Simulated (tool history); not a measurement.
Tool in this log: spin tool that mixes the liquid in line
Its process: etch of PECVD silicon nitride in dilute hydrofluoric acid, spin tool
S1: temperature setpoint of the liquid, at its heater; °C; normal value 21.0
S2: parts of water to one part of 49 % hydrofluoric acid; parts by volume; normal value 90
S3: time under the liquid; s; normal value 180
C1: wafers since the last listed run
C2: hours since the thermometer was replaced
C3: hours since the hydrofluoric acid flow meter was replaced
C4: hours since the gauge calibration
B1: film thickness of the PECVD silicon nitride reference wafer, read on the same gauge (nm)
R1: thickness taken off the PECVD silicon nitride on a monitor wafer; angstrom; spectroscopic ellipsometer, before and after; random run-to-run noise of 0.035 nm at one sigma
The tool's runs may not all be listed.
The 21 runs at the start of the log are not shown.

Run 22, hour 1244.9: usual settings; C1 499; C2 572.1; C3 1110.5; C4 97.7; B1 150.012. Result: R1 51.02 angstrom.
Run 23, hour 1295.8: usual settings but S1 22.5 °C, S2 120 parts by volume, S3 285 s; C1 454; C2 623.0; C3 1161.4; C4 148.6; B1 150.068. Result: R1 67.93 angstrom.
Run 24, hour 1346.0: usual settings but S1 22.5 °C, S2 70 parts by volume, S3 150 s; C1 447; C2 673.2; C3 1211.6; C4 198.8; B1 149.997. Result: R1 60.17 angstrom.
Run 25, hour 1389.0: usual settings but S1 25.0 °C, S2 50 parts by volume, S3 100 s; C1 383; C2 716.2; C3 1254.6; C4 241.8; B1 150.010. Result: R1 66.07 angstrom.
Run 26, hour 1425.2: usual settings; C1 322; C2 752.4; C3 1290.8; C4 278.0; B1 150.024. Result: R1 50.74 angstrom.
Run 27, hour 1451.7: usual settings but S1 17.5 °C, S2 50 parts by volume; C1 236; C2 778.9; C3 1317.3; C4 304.5; B1 150.008. Result: R1 70.48 angstrom.
Run 28, hour 1488.2: usual settings; C1 325; C2 815.4; C3 1353.8; C4 341.0; B1 149.955. Result: R1 51.25 angstrom.
Run 29, hour 1514.5: usual settings but S1 18.0 °C, S2 70 parts by volume, S3 115 s; C1 234; C2 841.7; C3 1380.1; C4 367.3; B1 150.021. Result: R1 34.25 angstrom.
Run 30, hour 1551.7: usual settings but S2 130 parts by volume; C1 331; C2 878.9; C3 1417.3; C4 404.5; B1 149.965. Result: R1 35.81 angstrom.
Run 31, hour 1611.3: usual settings; C1 531; C2 938.5; C3 1476.9; C4 464.1; B1 149.984. Result: R1 51.13 angstrom.
Run 32, hour 1659.0: usual settings but S3 90 s; C1 425; C2 986.2; C3 1524.6; C4 511.8; B1 150.004. Result: R1 25.80 angstrom.

4 options for the next run, each taken on its own from the tool as it stands now. Forecast them:
Run A, hour 1659.5: usual settings but S3 140 s; C1 4; C2 986.7; C3 1525.1; C4 512.3; B1 ?. Result: R1 ?.
Run B, hour 1659.5: usual settings but S1 18.5 °C, S3 240 s; C1 4; C2 986.7; C3 1525.1; C4 512.3; B1 ?. Result: R1 ?.
Run C, hour 1659.5: usual settings but S1 24.0 °C, S2 70 parts by volume, S3 250 s; C1 4; C2 986.7; C3 1525.1; C4 512.3; B1 ?. Result: R1 ?.
Run D, hour 1659.5: usual settings but S1 18.0 °C, S2 110 parts by volume; C1 4; C2 986.7; C3 1525.1; C4 512.3; B1 ?. Result: R1 ?.

run       B1      R1
  A  149.988   39.71
  B  149.988   57.36
  C  149.988  111.04
  D  149.988   34.20
Had the tool no hidden state, the same runs would have come out as:
run      R1
  A   39.71
  B   57.36
  C  111.04
  D   34.20

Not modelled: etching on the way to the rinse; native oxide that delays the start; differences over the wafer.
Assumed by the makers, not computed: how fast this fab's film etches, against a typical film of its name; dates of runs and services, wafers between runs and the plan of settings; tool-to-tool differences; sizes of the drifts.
